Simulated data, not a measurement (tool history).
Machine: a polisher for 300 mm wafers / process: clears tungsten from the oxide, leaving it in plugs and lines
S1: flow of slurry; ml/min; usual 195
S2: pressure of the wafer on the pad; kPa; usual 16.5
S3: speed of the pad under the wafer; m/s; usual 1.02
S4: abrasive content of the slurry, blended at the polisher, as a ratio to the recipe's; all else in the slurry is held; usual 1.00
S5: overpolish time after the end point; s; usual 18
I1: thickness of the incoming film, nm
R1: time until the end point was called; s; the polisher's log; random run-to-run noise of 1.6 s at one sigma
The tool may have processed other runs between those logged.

run	hour	S1	S2	S3	S4	S5	I1	R1
1	0.0	140	16.5	1.02	1.00	18	344.1	100.2
2	71.1	195	16.5	1.02	1.10	18	341.5	96.9
3	120.0	195	16.5	1.02	1.10	18	344.3	98.8
# hour 131.2: slurry blender recalibrated
4	168.0	195	16.5	1.02	1.10	18	344.1	104.5
# hour 215.7: worn pad replaced by a new one
# hour 233.0: slurry nozzle cleaned
5	234.6	195	16.5	1.02	1.00	18	346.1	100.5
# hour 255.1: slurry tank refilled with fresh slurry and peroxide
6	281.6	195	16.5	1.02	1.00	18	345.3	98.7
7	342.4	195	16.5	1.02	1.00	18	340.1	99.9
8	366.5	195	16.5	1.02	1.00	18	341.6	99.3
9	434.0	195	16.5	1.02	1.00	18	343.6	101.5
# hour 461.4: slurry blender recalibrated
# hour 487.4: slurry nozzle cleaned
10	498.2	195	14.5	1.02	1.00	26	342.1	118.8
# hour 539.0: slurry tank refilled with fresh slurry and peroxide
# hour 542.0: worn pad replaced by a new one
11	548.1	195	14.5	1.02	1.00	26	345.2	106.3
12	601.7	260	21.4	1.24	0.75	18	343.4	73.4
13	648.3	195	14.5	1.02	1.00	13	338.6	104.9
14	718.7	235	16.5	0.92	1.00	18	345.3	111.3
15	753.4	170	11.7	1.26	1.20	18	345.0	99.2
# hour 776.3: slurry nozzle cleaned
16	786.1	195	16.5	1.02	1.00	18	346.1	106.1
# hour 809.0: slurry tank refilled with fresh slurry and peroxide
# hour 836.2: head pressure recalibrated
17	836.7	195	16.5	1.02	1.00	18	345.8	110.5
# hour 849.5: slurry blender recalibrated
# hour 856.8: worn pad replaced by a new one
18	906.3	195	16.5	0.86	1.00	18	341.9	111.9
19	973.9	195	16.5	1.02	0.70	18	344.4	116.0
20	1010.8	195	14.5	1.02	1.00	26	344.9	109.2
# hour 1023.9: slurry nozzle cleaned
21	1076.1	175	20.7	1.34	0.75	18	346.5	76.9
22	1138.1	125	16.5	1.02	0.90	9	344.1	121.9
# hour 1142.7: slurry tank refilled with fresh slurry and peroxide
# hour 1162.2: worn pad replaced by a new one
23	1195.0	140	16.5	0.86	1.00	18	351.6	121.6
24	1225.0	195	16.5	1.02	1.20	18	341.6	91.1
# hour 1275.2: slurry blender recalibrated
25	1280.7	130	16.5	1.36	1.15	11	346.9	73.8

State the hidden condition of the tool at each of the runs:
slurry flow missing at the pad, %: 0 across all the runs
deviation of the head's pressure from its setpoint, %: 0 across all the runs
abrasive missing from the slurry, %: 0 across all the runs
peroxide lost from the slurry, %: 0 across all the runs
H1: removal rate lost through wear of the pad, %
run	H1
1	1.82
2	4.42
3	7.04
4	10.3
5	1.79
6	2.35
7	4.02
8	4.97
9	8.51
10	13.1
11	0.376
12	0.876
13	1.98
14	4.81
15	6.72
16	8.84
17	12.7
18	1.11
19	2.71
20	4.13
21	7.6
22	12
23	0.473
24	0.88
25	2.32
